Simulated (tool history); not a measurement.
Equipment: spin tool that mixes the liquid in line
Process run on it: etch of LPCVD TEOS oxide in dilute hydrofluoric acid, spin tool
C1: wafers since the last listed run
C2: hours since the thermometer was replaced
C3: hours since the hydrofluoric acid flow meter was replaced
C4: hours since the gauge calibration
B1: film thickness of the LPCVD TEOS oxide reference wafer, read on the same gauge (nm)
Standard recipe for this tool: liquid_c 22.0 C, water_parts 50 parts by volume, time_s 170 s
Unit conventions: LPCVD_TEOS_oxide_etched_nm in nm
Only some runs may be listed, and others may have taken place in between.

{"run": 1, "hour": 0.0, "liquid_c": 22.0, "water_parts": 30, "time_s": 170, "C1": 0, "C2": 1750.8, "C3": 336.9, "C4": 931.9, "B1": 62.87, "LPCVD_TEOS_oxide_etched_nm": 106.95}
{"hour": 31.7, "done": "gauge calibrated"}
{"run": 2, "hour": 32.2, "liquid_c": 22.0, "water_parts": 30, "time_s": 170, "C1": 211, "C2": 1783.0, "C3": 369.1, "C4": 0.5, "B1": 60.01, "LPCVD_TEOS_oxide_etched_nm": 102.53}
{"run": 3, "hour": 200.6, "liquid_c": 22.0, "water_parts": 50, "time_s": 170, "C1": 1105, "C2": 1951.4, "C3": 537.5, "C4": 168.9, "B1": 60.44, "LPCVD_TEOS_oxide_etched_nm": 59.44}
{"run": 4, "hour": 389.7, "liquid_c": 22.0, "water_parts": 50, "time_s": 170, "C1": 1241, "C2": 2140.5, "C3": 726.6, "C4": 358.0, "B1": 60.86, "LPCVD_TEOS_oxide_etched_nm": 60.92}
{"run": 5, "hour": 457.0, "liquid_c": 22.0, "water_parts": 50, "time_s": 170, "C1": 441, "C2": 2207.8, "C3": 793.9, "C4": 425.3, "B1": 61.02, "LPCVD_TEOS_oxide_etched_nm": 60.9}
{"hour": 477.6, "done": "hydrofluoric acid flow meter replaced"}
{"run": 6, "hour": 603.4, "liquid_c": 22.0, "water_parts": 50, "time_s": 170, "C1": 954, "C2": 2354.2, "C3": 125.8, "C4": 571.7, "B1": 61.41, "LPCVD_TEOS_oxide_etched_nm": 60.49}
{"run": 7, "hour": 644.6, "liquid_c": 22.0, "water_parts": 50, "time_s": 170, "C1": 270, "C2": 2395.4, "C3": 167.0, "C4": 612.9, "B1": 61.47, "LPCVD_TEOS_oxide_etched_nm": 61.96}
{"run": 8, "hour": 705.2, "liquid_c": 22.0, "water_parts": 50, "time_s": 170, "C1": 397, "C2": 2456.0, "C3": 227.6, "C4": 673.5, "B1": 61.62, "LPCVD_TEOS_oxide_etched_nm": 61.11}
{"run": 9, "hour": 735.0, "liquid_c": 22.0, "water_parts": 50, "time_s": 215, "C1": 195, "C2": 2485.8, "C3": 257.4, "C4": 703.3, "B1": 61.69, "LPCVD_TEOS_oxide_etched_nm": 77.94}
{"run": 10, "hour": 764.7, "liquid_c": 22.0, "water_parts": 50, "time_s": 215, "C1": 195, "C2": 2515.5, "C3": 287.1, "C4": 733.0, "B1": 61.79, "LPCVD_TEOS_oxide_etched_nm": 78.44}
{"run": 11, "hour": 826.7, "liquid_c": 22.0, "water_parts": 50, "time_s": 215, "C1": 407, "C2": 2577.5, "C3": 349.1, "C4": 795.0, "B1": 61.96, "LPCVD_TEOS_oxide_etched_nm": 78.47}
{"run": 12, "hour": 862.7, "liquid_c": 22.0, "water_parts": 50, "time_s": 170, "C1": 236, "C2": 2613.5, "C3": 385.1, "C4": 831.0, "B1": 61.96, "LPCVD_TEOS_oxide_etched_nm": 61.99}
{"run": 13, "hour": 915.7, "liquid_c": 19.0, "water_parts": 50, "time_s": 170, "C1": 348, "C2": 2666.5, "C3": 438.1, "C4": 884.0, "B1": 62.14, "LPCVD_TEOS_oxide_etched_nm": 55.04}
{"run": 14, "hour": 977.8, "liquid_c": 19.0, "water_parts": 50, "time_s": 170, "C1": 407, "C2": 2728.6, "C3": 500.2, "C4": 946.1, "B1": 62.25, "LPCVD_TEOS_oxide_etched_nm": 54.89}
{"run": 15, "hour": 1007.7, "liquid_c": 19.0, "water_parts": 50, "time_s": 170, "C1": 196, "C2": 2758.5, "C3": 530.1, "C4": 976.0, "B1": 62.38, "LPCVD_TEOS_oxide_etched_nm": 55.13}
{"run": 16, "hour": 1044.6, "liquid_c": 22.0, "water_parts": 50, "time_s": 170, "C1": 242, "C2": 2795.4, "C3": 567.0, "C4": 1012.9, "B1": 62.44, "LPCVD_TEOS_oxide_etched_nm": 63.28}
{"hour": 1071.9, "done": "gauge calibrated"}
{"run": 17, "hour": 1080.0, "liquid_c": 25.0, "water_parts": 60, "time_s": 250, "C1": 232, "C2": 2830.8, "C3": 602.4, "C4": 8.1, "B1": 60.3, "LPCVD_TEOS_oxide_etched_nm": 81.66}
{"run": 18, "hour": 1118.6, "liquid_c": 22.0, "water_parts": 50, "time_s": 170, "C1": 253, "C2": 2869.4, "C3": 641.0, "C4": 46.7, "B1": 60.37, "LPCVD_TEOS_oxide_etched_nm": 60.69}
{"hour": 1158.8, "done": "hydrofluoric acid flow meter replaced"}
{"run": 19, "hour": 1179.1, "liquid_c": 25.5, "water_parts": 25, "time_s": 85, "C1": 390, "C2": 2929.9, "C3": 20.3, "C4": 107.2, "B1": 60.53, "LPCVD_TEOS_oxide_etched_nm": 72.41}
{"hour": 1193.2, "done": "thermometer replaced"}
{"run": 20, "hour": 1239.1, "liquid_c": 22.0, "water_parts": 50, "time_s": 170, "C1": 387, "C2": 45.9, "C3": 80.3, "C4": 167.2, "B1": 60.63, "LPCVD_TEOS_oxide_etched_nm": 60.64}
{"run": 21, "hour": 1296.0, "liquid_c": 26.0, "water_parts": 65, "time_s": 170, "C1": 373, "C2": 102.8, "C3": 137.2, "C4": 224.1, "B1": 60.82, "LPCVD_TEOS_oxide_etched_nm": 54.18}
{"run": 22, "hour": 1331.7, "liquid_c": 22.0, "water_parts": 50, "time_s": 170, "C1": 234, "C2": 138.5, "C3": 172.9, "C4": 259.8, "B1": 60.9, "LPCVD_TEOS_oxide_etched_nm": 61.21}
{"run": 23, "hour": 1388.4, "liquid_c": 22.0, "water_parts": 50, "time_s": 170, "C1": 372, "C2": 195.2, "C3": 229.6, "C4": 316.5, "B1": 61.08, "LPCVD_TEOS_oxide_etched_nm": 60.93}
{"run": 24, "hour": 1444.1, "liquid_c": 18.0, "water_parts": 30, "time_s": 260, "C1": 365, "C2": 250.9, "C3": 285.3, "C4": 372.2, "B1": 61.13, "LPCVD_TEOS_oxide_etched_nm": 134.77}
{"run": 25, "hour": 1484.4, "liquid_c": 22.0, "water_parts": 50, "time_s": 170, "C1": 264, "C2": 291.2, "C3": 325.6, "C4": 412.5, "B1": 61.27, "LPCVD_TEOS_oxide_etched_nm": 61.91}
{"run": 26, "hour": 1541.6, "liquid_c": 26.0, "water_parts": 65, "time_s": 170, "C1": 375, "C2": 348.4, "C3": 382.8, "C4": 469.7, "B1": 61.39, "LPCVD_TEOS_oxide_etched_nm": 54.73}
{"run": 27, "hour": 1566.1, "liquid_c": 20.5, "water_parts": 75, "time_s": 245, "C1": 160, "C2": 372.9, "C3": 407.3, "C4": 494.2, "B1": 61.43, "LPCVD_TEOS_oxide_etched_nm": 53.7}
{"run": 28, "hour": 1601.1, "liquid_c": 24.5, "water_parts": 35, "time_s": 210, "C1": 229, "C2": 407.9, "C3": 442.3, "C4": 529.2, "B1": 61.53, "LPCVD_TEOS_oxide_etched_nm": 122.3}
{"run": 29, "hour": 1673.1, "liquid_c": 22.0, "water_parts": 75, "time_s": 240, "C1": 472, "C2": 479.9, "C3": 514.3, "C4": 601.2, "B1": 61.71, "LPCVD_TEOS_oxide_etched_nm": 56.63}
{"run": 30, "hour": 1719.0, "liquid_c": 17.5, "water_parts": 40, "time_s": 170, "C1": 301, "C2": 525.8, "C3": 560.2, "C4": 647.1, "B1": 61.85, "LPCVD_TEOS_oxide_etched_nm": 64.11}
{"run": 31, "hour": 1768.4, "liquid_c": 22.0, "water_parts": 50, "time_s": 120, "C1": 324, "C2": 575.2, "C3": 609.6, "C4": 696.5, "B1": 61.95, "LPCVD_TEOS_oxide_etched_nm": 43.58}
{"run": 32, "hour": 1836.9, "liquid_c": 22.0, "water_parts": 50, "time_s": 170, "C1": 449, "C2": 643.7, "C3": 678.1, "C4": 765.0, "B1": 62.09, "LPCVD_TEOS_oxide_etched_nm": 62.22}
{"run": 33, "hour": 1883.7, "liquid_c": 26.0, "water_parts": 25, "time_s": 170, "C1": 307, "C2": 690.5, "C3": 724.9, "C4": 811.8, "B1": 62.26, "LPCVD_TEOS_oxide_etched_nm": 153.05}

For each entry between runs, how does the tool's hidden state at the last listed run before it compare with that at the first listed run after it?
Run 1 -> run 2: gauge calibrated (hour 31.7)
  gauge reads high (%): 4.77 -> 0.0283
  measured less the result without the state, LPCVD_TEOS_oxide_etched_nm: +4.87 -> +0.03 nm
Run 5 -> run 6: hydrofluoric acid flow meter replaced (hour 477.6)
  gauge reads high (%): 1.73 -> 2.31
  measured less the result without the state, LPCVD_TEOS_oxide_etched_nm: +1.03 -> +1.37 nm
Run 16 -> run 17: gauge calibrated (hour 1071.9)
  gauge reads high (%): 4.08 -> 0.492
  measured less the result without the state, LPCVD_TEOS_oxide_etched_nm: +2.48 -> +0.40 nm
Run 18 -> run 19: hydrofluoric acid flow meter replaced (hour 1158.8)
  gauge reads high (%): 0.647 -> 0.889
  measured less the result without the state, LPCVD_TEOS_oxide_etched_nm: +0.39 -> +0.64 nm
Run 19 -> run 20: thermometer replaced (hour 1193.2)
  gauge reads high (%): 0.889 -> 1.13
  measured less the result without the state, LPCVD_TEOS_oxide_etched_nm: +0.64 -> +0.68 nm

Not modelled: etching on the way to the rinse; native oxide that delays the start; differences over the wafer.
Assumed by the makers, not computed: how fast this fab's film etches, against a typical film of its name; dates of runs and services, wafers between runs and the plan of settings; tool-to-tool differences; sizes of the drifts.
